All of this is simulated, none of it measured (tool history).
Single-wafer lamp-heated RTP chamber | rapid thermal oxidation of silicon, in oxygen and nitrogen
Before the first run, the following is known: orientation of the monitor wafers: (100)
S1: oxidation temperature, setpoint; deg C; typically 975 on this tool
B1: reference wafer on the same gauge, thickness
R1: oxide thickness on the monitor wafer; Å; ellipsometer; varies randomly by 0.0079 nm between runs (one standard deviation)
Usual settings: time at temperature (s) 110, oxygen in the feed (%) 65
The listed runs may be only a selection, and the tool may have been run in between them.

Run 1, hour 0: usual settings but S1 967 deg C; B1 6.28. Result: R1 50.17 Å.
Run 2, hour 98: usual settings but S1 967 deg C; B1 6.277. Result: R1 50.42 Å.
Run 3, hour 156.5: usual settings but S1 967 deg C; B1 6.281. Result: R1 50.49 Å.
Run 4, hour 242.7: usual settings; B1 6.281. Result: R1 53.59 Å.
At hour 304.9: pyrometer window cleaned and pyrometer calibrated.
Run 5, hour 325: usual settings; B1 6.277. Result: R1 52.96 Å.
Run 6, hour 428.1: usual settings but S1 989 deg C; B1 6.28. Result: R1 59.27 Å.
Run 7, hour 535: usual settings; B1 6.278. Result: R1 53.32 Å.
Run 8, hour 632.7: usual settings; B1 6.28. Result: R1 53.77 Å.

Run 9 comes next. What will it give?
At hour 730.7: pyrometer window cleaned and pyrometer calibrated.
Run 9, hour 731.2: usual settings but S1 983 deg C; B1 ?. Result: R1 ?.

Run 9 gave B1 6.278, R1 56.32 Å.
Take away the tool's hidden state, keep the run-to-run variation as it was, and the same run would have given R1 56.26 Å.
